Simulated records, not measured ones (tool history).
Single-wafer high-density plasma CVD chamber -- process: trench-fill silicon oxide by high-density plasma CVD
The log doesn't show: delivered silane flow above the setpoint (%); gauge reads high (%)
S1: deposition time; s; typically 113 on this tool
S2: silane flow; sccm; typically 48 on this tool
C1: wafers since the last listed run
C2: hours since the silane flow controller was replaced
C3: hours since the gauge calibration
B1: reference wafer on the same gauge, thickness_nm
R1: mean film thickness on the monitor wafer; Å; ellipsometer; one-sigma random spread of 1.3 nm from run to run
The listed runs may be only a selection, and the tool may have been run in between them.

{"run": 1, "day": 0.0, "S1": 113, "S2": 41, "C1": 0, "C2": 590.4, "C3": 1584.7, "B1": 479.029, "R1": 5411.33}
{"run": 2, "day": 2.217, "S1": 113, "S2": 41, "C1": 397, "C2": 643.6, "C3": 1637.9, "B1": 479.278, "R1": 5411.3}
{"run": 3, "day": 3.775, "S1": 113, "S2": 48, "C1": 279, "C2": 681.0, "C3": 1675.3, "B1": 479.041, "R1": 5817.61}
{"run": 4, "day": 6.825, "S1": 113, "S2": 48, "C1": 546, "C2": 754.2, "C3": 1748.5, "B1": 479.039, "R1": 5843.58}
{"run": 5, "day": 9.592, "S1": 113, "S2": 48, "C1": 496, "C2": 820.6, "C3": 1814.9, "B1": 479.219, "R1": 5838.32}
{"run": 6, "day": 13.225, "S1": 96, "S2": 48, "C1": 651, "C2": 907.8, "C3": 1902.1, "B1": 479.13, "R1": 4963.58}
{"run": 7, "day": 14.804, "S1": 96, "S2": 48, "C1": 283, "C2": 945.7, "C3": 1940.0, "B1": 479.079, "R1": 4961.96}
{"run": 8, "day": 16.629, "S1": 113, "S2": 48, "C1": 327, "C2": 989.5, "C3": 1983.8, "B1": 478.711, "R1": 5842.54}
{"run": 9, "day": 18.758, "S1": 113, "S2": 48, "C1": 381, "C2": 1040.6, "C3": 2034.9, "B1": 479.113, "R1": 5828.1}
{"run": 10, "day": 20.971, "S1": 113, "S2": 48, "C1": 396, "C2": 1093.7, "C3": 2088.0, "B1": 478.942, "R1": 5864.91}
{"run": 11, "day": 33.208, "S1": 113, "S2": 48, "C1": 2194, "C2": 1387.4, "C3": 2381.7, "B1": 479.21, "R1": 5849.88}
{"day": 33.388, "done": "gauge calibrated"}
{"run": 12, "day": 36.071, "S1": 113, "S2": 42, "C1": 513, "C2": 1456.1, "C3": 64.4, "B1": 478.906, "R1": 5494.88}
{"run": 13, "day": 38.412, "S1": 113, "S2": 42, "C1": 419, "C2": 1512.3, "C3": 120.6, "B1": 478.9, "R1": 5507.08}
{"run": 14, "day": 40.488, "S1": 113, "S2": 42, "C1": 372, "C2": 1562.1, "C3": 170.4, "B1": 478.642, "R1": 5496.61}
{"run": 15, "day": 43.992, "S1": 113, "S2": 48, "C1": 628, "C2": 1646.2, "C3": 254.5, "B1": 479.196, "R1": 5890.48}
{"run": 16, "day": 45.788, "S1": 113, "S2": 48, "C1": 321, "C2": 1689.3, "C3": 297.6, "B1": 478.98, "R1": 5852.69}
{"run": 17, "day": 48.967, "S1": 126, "S2": 57, "C1": 570, "C2": 1765.6, "C3": 373.9, "B1": 478.779, "R1": 7161.82}
{"run": 18, "day": 50.733, "S1": 100, "S2": 51, "C1": 316, "C2": 1808.0, "C3": 416.3, "B1": 478.946, "R1": 5344.16}
{"day": 51.375, "done": "silane flow controller replaced"}
{"run": 19, "day": 56.238, "S1": 113, "S2": 48, "C1": 927, "C2": 116.7, "C3": 548.4, "B1": 479.083, "R1": 5837.38}
{"run": 20, "day": 57.75, "S1": 134, "S2": 48, "C1": 271, "C2": 153.0, "C3": 584.7, "B1": 479.272, "R1": 6905.38}
{"run": 21, "day": 61.821, "S1": 134, "S2": 56, "C1": 729, "C2": 250.7, "C3": 682.4, "B1": 479.071, "R1": 7463.08}
{"run": 22, "day": 63.75, "S1": 113, "S2": 48, "C1": 345, "C2": 297.0, "C3": 728.7, "B1": 479.463, "R1": 5809.57}
{"run": 23, "day": 65.975, "S1": 132, "S2": 54, "C1": 398, "C2": 350.4, "C3": 782.1, "B1": 479.124, "R1": 7233.53}
{"run": 24, "day": 70.033, "S1": 92, "S2": 58, "C1": 727, "C2": 447.8, "C3": 879.5, "B1": 478.837, "R1": 5241.8}
{"run": 25, "day": 74.188, "S1": 106, "S2": 43, "C1": 744, "C2": 547.5, "C3": 979.2, "B1": 478.809, "R1": 5172.96}
{"run": 26, "day": 76.35, "S1": 136, "S2": 51, "C1": 387, "C2": 599.4, "C3": 1031.1, "B1": 478.92, "R1": 7213.08}
{"run": 27, "day": 78.796, "S1": 113, "S2": 46, "C1": 438, "C2": 658.1, "C3": 1089.8, "B1": 478.954, "R1": 5688.71}
{"run": 28, "day": 80.958, "S1": 113, "S2": 48, "C1": 387, "C2": 710.0, "C3": 1141.7, "B1": 478.832, "R1": 5832.47}

What will run 29 give?
{"run": 29, "day": 84.283, "S1": 100, "S2": 51, "C1": 596, "C2": 789.8, "C3": 1221.5, "B1": "?", "R1": "?"}

{"run 29": {"B1": 479.072, "R1": 5343.59}}
If the tool had no hidden condition, the same run with the same run-to-run variation would have returned R1 5337.38 Å.

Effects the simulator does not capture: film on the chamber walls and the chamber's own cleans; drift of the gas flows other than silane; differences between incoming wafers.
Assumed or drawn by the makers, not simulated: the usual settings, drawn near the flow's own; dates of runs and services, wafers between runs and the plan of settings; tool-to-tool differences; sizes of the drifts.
